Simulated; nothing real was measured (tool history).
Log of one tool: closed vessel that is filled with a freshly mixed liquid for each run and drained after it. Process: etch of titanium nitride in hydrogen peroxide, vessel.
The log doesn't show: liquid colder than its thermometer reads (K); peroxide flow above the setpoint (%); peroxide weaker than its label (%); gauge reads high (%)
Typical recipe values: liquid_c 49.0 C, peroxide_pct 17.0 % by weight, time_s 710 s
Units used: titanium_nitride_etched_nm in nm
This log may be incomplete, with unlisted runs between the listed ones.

run	day	liquid_c	peroxide_pct	time_s	wafers since the last listed run	hours since the thermometer was replaced	hours since the peroxide flow meter was replaced	hours since the drum of peroxide was connected	hours since the gauge calibration	read-back film thickness of the titanium nitride reference wafer, read on the same gauge (nm)	titanium_nitride_etched_nm
1	0.000	44.5	17.0	710	0	3055.6	1360.9	1030.9	504.5	109.97	19.79
2	0.950	49.0	17.0	710	1252	3078.4	1383.7	1053.7	527.3	109.94	27.59
3	2.004	49.0	19.5	1050	1390	3103.7	1409.0	1079.0	552.6	110.03	42.10
4	2.942	49.0	19.5	1050	1236	3126.2	1431.5	1101.5	575.1	109.99	41.93
5	3.475	49.0	18.5	1035	703	3139.0	1444.3	1114.3	587.9	109.99	40.83
6	4.588	49.0	18.5	1035	1467	3165.7	1471.0	1141.0	614.6	109.99	40.90
7	5.408	49.0	18.5	1035	1082	3185.4	1490.7	1160.7	634.3	110.03	40.73
8	6.446	46.0	12.5	710	1368	3210.3	1515.6	1185.6	659.2	109.99	20.66
# day 6.750: thermometer replaced
9	7.004	49.0	17.0	710	681	6.1	1529.0	1199.0	672.6	110.03	27.55
10	10.521	40.5	13.5	1060	4638	90.5	1613.4	1283.4	757.0	110.02	20.78
11	11.429	49.0	19.0	480	1198	112.3	1635.2	1305.2	778.8	109.99	19.04
# day 11.562: gauge calibrated
12	12.712	52.5	14.0	710	1692	143.1	1666.0	1336.0	27.6	110.03	34.06
13	13.238	49.0	17.0	575	692	155.7	1678.6	1348.6	40.2	110.00	22.33
14	13.850	49.0	17.0	710	807	170.4	1693.3	1363.3	54.9	110.01	27.64
15	14.446	52.0	17.0	710	785	184.7	1707.6	1377.6	69.2	110.01	34.15
16	15.621	57.5	12.5	1015	1549	212.9	1735.8	1405.8	97.4	110.02	67.44
17	16.717	45.5	17.0	325	1445	239.2	1762.1	1432.1	123.7	110.03	9.72
18	18.133	49.0	13.5	710	1868	273.2	1796.1	1466.1	157.7	110.01	26.32
# day 18.479: peroxide flow meter replaced
19	18.733	43.0	21.5	420	736	287.6	6.1	1480.5	172.1	109.98	10.71
20	19.833	57.0	13.0	1000	1450	314.0	32.5	1506.9	198.5	110.00	63.05
# day 20.483: new drum of peroxide connected
21	20.804	49.0	17.0	710	1225	337.3	55.8	7.7	221.8	110.02	27.54
22	21.546	49.0	17.0	710	978	355.1	73.6	25.5	239.6	109.98	27.39
23	22.712	49.0	17.0	710	1538	383.1	101.6	53.5	267.6	110.00	27.57
24	24.092	52.0	13.5	560	1819	416.2	134.7	86.6	300.7	109.97	25.61
25	25.108	49.0	17.0	710	1340	440.6	159.1	111.0	325.1	109.97	27.36

Run 26 comes next. What will it give?
26	26.508	53.5	22.0	1070	1846	474.2	192.7	144.6	358.7	?	?

{"run 26": {"read-back film thickness of the titanium nitride reference wafer, read on the same gauge (nm)": 109.95, "titanium_nitride_etched_nm": 60.34}}
With no hidden state in the tool, this same run would have given titanium_nitride_etched_nm 60.30 nm.
